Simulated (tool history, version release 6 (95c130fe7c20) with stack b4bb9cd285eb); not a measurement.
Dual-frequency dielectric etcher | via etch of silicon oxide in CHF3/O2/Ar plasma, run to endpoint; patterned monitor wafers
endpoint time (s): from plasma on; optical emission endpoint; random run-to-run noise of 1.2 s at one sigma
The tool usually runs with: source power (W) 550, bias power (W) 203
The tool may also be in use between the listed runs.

| run | hour | source power (W) | bias power (W) | wafers since the last listed run | hours since the last wet clean | hours since the last source power generator calibration | hours since the last bias power generator calibration | hours since the last upper electrode change | incoming incoming film thickness, nm | endpoint time (s) |
|---|---|---|---|---|---|---|---|---|---|---|
| 1 | 0 | 550 | 203 | 0 | 370.6 | 4166.5 | 3337.8 | 5032.3 | 579.1 | 313.7 |
| 2 | 11.9 | 550 | 203 | 43 | 382.5 | 4178.4 | 3349.7 | 5044.2 | 575.1 | 311.6 |
| 3 | 19.2 | 550 | 203 | 26 | 389.8 | 4185.7 | 3357 | 5051.5 | 579.5 | 312.7 |
| 4 | 36.3 | 550 | 203 | 62 | 406.9 | 4202.8 | 3374.1 | 5068.6 | 567.2 | 307.7 |
| 5 | 45.7 | 550 | 203 | 34 | 416.3 | 4212.2 | 3383.5 | 5078 | 573.5 | 313.6 |
|  | 73.1 | upper electrode replaced |
| 6 | 73.6 | 550 | 203 | 14 | 444.2 | 4240.1 | 3411.4 | 0.5 | 574.9 | 310 |
|  | 83 | source power generator calibrated |
| 7 | 83.5 | 550 | 203 | 21 | 454.1 | 0.5 | 3421.3 | 10.4 | 577 | 312.2 |
| 8 | 90.8 | 550 | 203 | 26 | 461.4 | 7.8 | 3428.6 | 17.7 | 572.8 | 312.2 |
|  | 106 | bias power generator calibrated |
| 9 | 106.5 | 550 | 203 | 42 | 477.1 | 23.5 | 0.5 | 33.4 | 572.2 | 311.4 |
| 10 | 112.7 | 550 | 203 | 22 | 483.3 | 29.7 | 6.7 | 39.6 | 573.7 | 312.8 |
|  | 142.6 | wet clean of the chamber |
| 11 | 143.1 | 420 | 203 | 23 | 0.5 | 60.1 | 37.1 | 70 | 570 | 384.3 |
| 12 | 143.5 | 670 | 233 | 1 | 0.9 | 60.5 | 37.5 | 70.4 | 575.1 | 276.3 |
| 13 | 144 | 470 | 225 | 1 | 1.4 | 61 | 38 | 70.9 | 579.9 | 347.6 |
| 14 | 148.6 | 630 | 203 | 16 | 6 | 65.6 | 42.6 | 75.5 | 572.5 | 299.9 |
|  | 179.4 | wet clean of the chamber, repeated, since the last time left the tool worse |
| 15 | 179.9 | 550 | 203 | 26 | 0.5 | 96.9 | 73.9 | 106.8 | 573.6 | 299.5 |
| 16 | 180.3 | 420 | 252 | 1 | 0.9 | 97.3 | 74.3 | 107.2 | 572 | 331.1 |
| 17 | 186.3 | 620 | 203 | 21 | 6.9 | 103.3 | 80.3 | 113.2 | 573.7 | 278.3 |
| 18 | 198.3 | 510 | 154 | 43 | 18.9 | 115.3 | 92.3 | 125.2 | 573.5 | 348.4 |
| 19 | 209.3 | 550 | 203 | 40 | 29.9 | 126.3 | 103.3 | 136.2 | 573.7 | 303.9 |
| 20 | 224.9 | 610 | 203 | 56 | 45.5 | 141.9 | 118.9 | 151.8 | 572 | 284.8 |

Below are 4 alternative next runs, each starting from the tool's condition after run 20. Predict each:
| A | 225.4 | 550 | 203 | 1 | 46 | 142.4 | 119.4 | 152.3 | 571.1 | ? |
| B | 225.4 | 610 | 216 | 1 | 46 | 142.4 | 119.4 | 152.3 | 571.1 | ? |
| C | 225.4 | 680 | 184 | 1 | 46 | 142.4 | 119.4 | 152.3 | 571.1 | ? |
| D | 225.4 | 670 | 221 | 1 | 46 | 142.4 | 119.4 | 152.3 | 571.1 | ? |

| run | endpoint time (s) |
|---|---|
| A | 301.6 |
| B | 277.5 |
| C | 276.3 |
| D | 261.1 |
The same runs, with their run-to-run variation unchanged, on a tool lacking any hidden condition would have given:
| run | endpoint time (s) |
|---|---|
| A | 301.3 |
| B | 277.2 |
| C | 276 |
| D | 260.9 |
